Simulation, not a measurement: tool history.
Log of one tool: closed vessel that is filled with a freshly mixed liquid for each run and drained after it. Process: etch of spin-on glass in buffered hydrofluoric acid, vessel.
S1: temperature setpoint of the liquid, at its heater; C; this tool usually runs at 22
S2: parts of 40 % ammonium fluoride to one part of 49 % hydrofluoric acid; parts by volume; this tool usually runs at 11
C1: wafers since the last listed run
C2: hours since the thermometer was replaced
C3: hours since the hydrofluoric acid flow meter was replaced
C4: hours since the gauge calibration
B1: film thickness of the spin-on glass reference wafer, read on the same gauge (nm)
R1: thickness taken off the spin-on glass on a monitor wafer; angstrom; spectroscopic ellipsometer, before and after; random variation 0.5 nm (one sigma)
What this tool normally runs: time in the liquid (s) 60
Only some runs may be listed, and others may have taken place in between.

Run 1, hour 0: usual settings; C1 0; C2 1688.2; C3 1191.1; C4 163.2; B1 119.99. Result: R1 1263.6 angstrom.
Run 2, hour 9.8: usual settings; C1 857; C2 1698; C3 1200.9; C4 173; B1 120. Result: R1 1259.2 angstrom.
Run 3, hour 54.9: usual settings; C1 3945; C2 1743.1; C3 1246; C4 218.1; B1 120. Result: R1 1260 angstrom.
Run 4, hour 61: usual settings; C1 533; C2 1749.2; C3 1252.1; C4 224.2; B1 119.98. Result: R1 1255.9 angstrom.
Run 5, hour 77.5: usual settings; C1 1443; C2 1765.7; C3 1268.6; C4 240.7; B1 120.04. Result: R1 1245.1 angstrom.
Run 6, hour 89.6: usual settings but time in the liquid (s) 55; C1 1058; C2 1777.8; C3 1280.7; C4 252.8; B1 119.99. Result: R1 1149.3 angstrom.
Run 7, hour 101.6: usual settings; C1 1049; C2 1789.8; C3 1292.7; C4 264.8; B1 120.01. Result: R1 1251.3 angstrom.
Run 8, hour 117.5: usual settings; C1 1391; C2 1805.7; C3 1308.6; C4 280.7; B1 119.99. Result: R1 1242.6 angstrom.
Run 9, hour 133.4: usual settings but S1 24.5 C; C1 1391; C2 1821.6; C3 1324.5; C4 296.6; B1 120. Result: R1 1424.8 angstrom.
Run 10, hour 142.2: usual settings but S1 24.5 C; C1 769; C2 1830.4; C3 1333.3; C4 305.4; B1 120.01. Result: R1 1426.7 angstrom.
At hour 179.7: hydrofluoric acid flow meter replaced.
Run 11, hour 189.7: usual settings but S1 24.5 C; C1 4068; C2 1877.9; C3 10; C4 352.9; B1 120.01. Result: R1 1576.7 angstrom.
Run 12, hour 203.4: usual settings but S2 12.5 parts by volume; C1 1198; C2 1891.6; C3 23.7; C4 366.6; B1 120.01. Result: R1 1211.7 angstrom.
At hour 209.1: gauge calibrated.
Run 13, hour 223: usual settings; C1 1714; C2 1911.2; C3 43.3; C4 13.9; B1 120. Result: R1 1369.3 angstrom.
Run 14, hour 238.9: usual settings; C1 1391; C2 1927.1; C3 59.2; C4 29.8; B1 120. Result: R1 1369.5 angstrom.
Run 15, hour 248.2: usual settings; C1 813; C2 1936.4; C3 68.5; C4 39.1; B1 120. Result: R1 1370 angstrom.
Run 16, hour 259.1: usual settings; C1 953; C2 1947.3; C3 79.4; C4 50; B1 120. Result: R1 1366.1 angstrom.
At hour 267.3: thermometer replaced.
Run 17, hour 299.5: usual settings but S2 8 parts by volume, time in the liquid (s) 80; C1 3446; C2 32.2; C3 119.8; C4 90.4; B1 120.02. Result: R1 2516.3 angstrom.
Run 18, hour 316.2: usual settings but S1 27 C, S2 15 parts by volume, time in the liquid (s) 40; C1 1461; C2 48.9; C3 136.5; C4 107.1; B1 120.04. Result: R1 921.7 angstrom.

Run 19 is up next; what results do you expect?
Run 19, hour 333: usual settings but S2 14 parts by volume, time in the liquid (s) 30; C1 1469; C2 65.7; C3 153.3; C4 123.9; B1 ?. Result: R1 ?.

B1: 120
R1: 561.6 angstrom
Minus the tool's unlogged condition, the same run would have read R1 581.3 angstrom.

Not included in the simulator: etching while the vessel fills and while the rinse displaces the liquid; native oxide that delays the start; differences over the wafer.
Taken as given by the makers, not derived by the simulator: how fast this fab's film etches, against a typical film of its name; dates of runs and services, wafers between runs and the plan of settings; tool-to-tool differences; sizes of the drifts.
